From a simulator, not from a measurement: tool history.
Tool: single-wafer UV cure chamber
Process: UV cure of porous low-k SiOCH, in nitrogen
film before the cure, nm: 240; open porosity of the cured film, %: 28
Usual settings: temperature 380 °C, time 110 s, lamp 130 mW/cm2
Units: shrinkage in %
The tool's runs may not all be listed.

run   hour  temperature  time  lamp  wafers since the last listed run  hours since the UV bulbs were replaced  wafers since the quartz window was cleaned  shrinkage
  1      0          380    75   130                                 0                                  1999.5                                         571      8.451
  2   12.8          380    75   130                                93                                  2012.3                                         664      8.375
  3   27.3          380    75   130                               105                                  2026.8                                         769      8.333
  4   41.9          380   145   130                               106                                  2041.4                                         876     11.391
  5   48.5          380   145   130                                48                                    2048                                         924     11.218
  6     60          380   110   130                                83                                  2059.5                                        1008      9.964
  7   72.4          380   110   130                                90                                  2071.9                                        1098     10.086
  8   80.7          376   110   130                                60                                  2080.2                                        1158      9.717
  9   97.7          376   110   130                               123                                  2097.2                                        1282      10.04
 10  111.7          376   110   130                               101                                  2111.2                                        1384     10.084
 11  117.9          380   110   130                                45                                  2117.4                                        1429      9.641
 12  135.4          380   110   130                               127                                  2134.9                                        1557     10.017
 13  150.9          380   110   130                               112                                  2150.4                                        1670      9.903
 14  159.5          380   110   130                                62                                    2159                                        1732     10.034
 15  174.7          380   110   130                               110                                  2174.2                                        1843     10.232
 16  191.1          380   110   130                               119                                  2190.6                                        1962     10.215
 17  199.8          380   110   130                                63                                  2199.3                                        2026     10.087
 18  207.3          380   110   157                                54                                  2206.8                                        2080     10.965
 19  222.8          380   110   157                               112                                  2222.3                                        2193      10.69
 20  234.6          380   110   157                                85                                  2234.1                                        2279      10.74
 21  241.6          380   110   130                                50                                  2241.1                                        2330      9.933
 22  256.9          380   110   130                               111                                  2256.4                                        2442     10.093
 23  267.7          368   110   130                                78                                  2267.2                                        2520      9.595
 24  276.9          362   150   130                                67                                  2276.4                                        2587     11.102
 25  289.5          391    90   143                                91                                    2289                                        2679      9.843
 26  295.9          380    65    94                                46                                  2295.4                                        2726      6.125
 27  306.1          366   150   143                                74                                  2305.6                                        2800     11.552
 28    318          376   110   130                                86                                  2317.5                                        2887     10.011
     330.9  -- UV bulbs replaced
 29  352.2          380    75   130                               190                                    21.3                                        3077       6.76
 30  362.8          393   130   161                                77                                    31.9                                        3155     10.698
 31  375.2          380    55    91                                90                                    44.3                                        3245      4.242
 32  387.1          380   110   130                                86                                    56.2                                        3332      8.439
 33  393.7          392   110   130                                48                                    62.8                                        3380      8.659
     404.4  -- UV bulbs replaced, repeated, since the last time left the tool worse
 34  405.9          362   150   130                                30                                     1.5                                        3410     12.103
 35  419.6          380   135   130                                99                                    15.2                                        3510     12.443
     435.9  -- quartz window cleaned
 36  436.4          366   150   119                                64                                      32                                           3     12.211
 37  448.6          380   110   130                                88                                    44.2                                          92     11.492
 38  464.6          399    90   165                               116                                    60.2                                         209     11.658
 39  481.5          380   110   130                               123                                    77.1                                         332      10.88
 40  521.9          380   110   130                               294                                   117.5                                         626     11.075
 41  530.7          380   110   100                                64                                   126.3                                         690      9.934
 42  545.7          392   135   155                               109                                   141.3                                         799     13.256
 43  582.9          380   110   130                               270                                   178.5                                        1070     11.254
 44  598.4          388   110   100                               112                                     194                                        1183      9.981

Some steps in shrinkage between neighbouring runs. How much of each would the tool show without its hidden state too (settings, what came in, random variation), and how much is left for the hidden state, with any gauge scatter that isn't in both results?
The hidden state here: lamp output below its setpoint, %; transmission lost against a clean window, %.
Run 26 -> 27: temperature 380 -> 366, time 65 -> 150, lamp 94 -> 143. shrinkage +5.427 %: hidden state -0.187, all else +5.614.
Run 28 -> 29: temperature 376 -> 380, time 110 -> 75, UV bulbs replaced. shrinkage -3.251 %: hidden state -1.221, all else -2.03.
Run 30 -> 31: temperature 393 -> 380, time 130 -> 55, lamp 161 -> 91. shrinkage -6.456 %: hidden state +0.681, all else -7.137.
Run 31 -> 32: time 55 -> 110, lamp 91 -> 130. shrinkage +4.197 %: hidden state -0.544, all else +4.741.
Run 33 -> 34: temperature 392 -> 362, time 110 -> 150, UV bulbs replaced, repeated, since the last time left the tool worse. shrinkage +3.444 %: hidden state +2.711, all else +0.733.

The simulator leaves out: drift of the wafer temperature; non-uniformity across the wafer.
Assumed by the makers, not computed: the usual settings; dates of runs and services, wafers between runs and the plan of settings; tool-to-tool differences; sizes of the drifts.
